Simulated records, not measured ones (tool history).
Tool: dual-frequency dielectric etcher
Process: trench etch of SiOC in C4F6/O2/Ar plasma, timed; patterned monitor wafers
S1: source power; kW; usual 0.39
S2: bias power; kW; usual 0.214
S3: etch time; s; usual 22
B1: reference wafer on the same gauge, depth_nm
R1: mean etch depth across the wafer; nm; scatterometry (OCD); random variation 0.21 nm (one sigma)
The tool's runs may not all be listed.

Run 1, hour 0: usual settings; B1 43.92. Result: R1 48.15 nm.
Run 2, hour 12.7: usual settings; B1 44.03. Result: R1 48.03 nm.
Run 3, hour 27.1: usual settings but S1 0.44 kW, S2 0.248 kW; B1 43.93. Result: R1 54.12 nm.
Run 4, hour 37.9: usual settings; B1 43.96. Result: R1 48.27 nm.
Run 5, hour 50.9: usual settings but S3 19 s; B1 43.93. Result: R1 41.43 nm.
At hour 96.1: upper electrode replaced.
Run 6, hour 96.6: usual settings but S3 19 s; B1 44.06. Result: R1 41.85 nm.
Run 7, hour 96.9: usual settings but S3 19 s; B1 44.08. Result: R1 42.07 nm.
Run 8, hour 97.3: usual settings but S1 0.33 kW; B1 43.98. Result: R1 44.36 nm.
Run 9, hour 106.7: usual settings but S1 0.33 kW; B1 43.97. Result: R1 44.73 nm.
Run 10, hour 122.5: usual settings but S1 0.33 kW; B1 44.01. Result: R1 44.23 nm.
Run 11, hour 135.5: usual settings but S3 26 s; B1 44. Result: R1 57.45 nm.
Run 12, hour 145: usual settings but S1 0.34 kW; B1 44.02. Result: R1 45.28 nm.
At hour 157.7: bias power generator calibrated.
Run 13, hour 158.2: usual settings but S1 0.44 kW, S2 0.175 kW, S3 26 s; B1 44.07. Result: R1 56.79 nm.
At hour 181.2: source power generator calibrated.
At hour 188.3: wet clean of the chamber.
At hour 188.5: gauge calibrated.
Run 14, hour 188.8: usual settings but S2 0.25 kW, S3 17.5 s; B1 44.08. Result: R1 39.08 nm.
Run 15, hour 189.2: usual settings; B1 44.07. Result: R1 45.97 nm.
Run 16, hour 201.3: usual settings but S2 0.266 kW; B1 43.92. Result: R1 50.42 nm.
Run 17, hour 216.2: usual settings; B1 44.01. Result: R1 46.6 nm.
Run 18, hour 226.1: usual settings; B1 44.07. Result: R1 46.34 nm.
Run 19, hour 239.8: usual settings but S2 0.189 kW; B1 44.02. Result: R1 44.39 nm.
Run 20, hour 256.3: usual settings but S1 0.32 kW, S3 16 s; B1 44.02. Result: R1 30.77 nm.
Run 21, hour 266.5: usual settings but S1 0.48 kW, S2 0.234 kW, S3 25.5 s; B1 43.95. Result: R1 61.89 nm.
Run 22, hour 279.7: usual settings; B1 44.01. Result: R1 46.84 nm.

Hidden state or all else? Some run-to-run changes of R1, split into what the settings, what came in and random variation would give without the hidden state, and what is left for the hidden state (with any gauge scatter that isn't in both results):
The hidden state here: etch rate over this chamber's usual, %; source power that arrives over what is set, %; bias power that arrives over what is set, %; gauge reads high (%).
Run 10 -> 11: S1 0.33 -> 0.39, S3 22 -> 26. R1 +13.22 nm: hidden state +0.6, all else +12.62.
Run 13 -> 14: S1 0.44 -> 0.39, S2 0.175 -> 0.25, S3 26 -> 17.5, source power generator calibrated, wet clean of the chamber, gauge calibrated. R1 -17.71 nm: hidden state -2.7, all else -15.01.
Run 20 -> 21: S1 0.32 -> 0.48, S2 0.214 -> 0.234, S3 16 -> 25.5. R1 +31.12 nm: hidden state +0.07, all else +31.05.

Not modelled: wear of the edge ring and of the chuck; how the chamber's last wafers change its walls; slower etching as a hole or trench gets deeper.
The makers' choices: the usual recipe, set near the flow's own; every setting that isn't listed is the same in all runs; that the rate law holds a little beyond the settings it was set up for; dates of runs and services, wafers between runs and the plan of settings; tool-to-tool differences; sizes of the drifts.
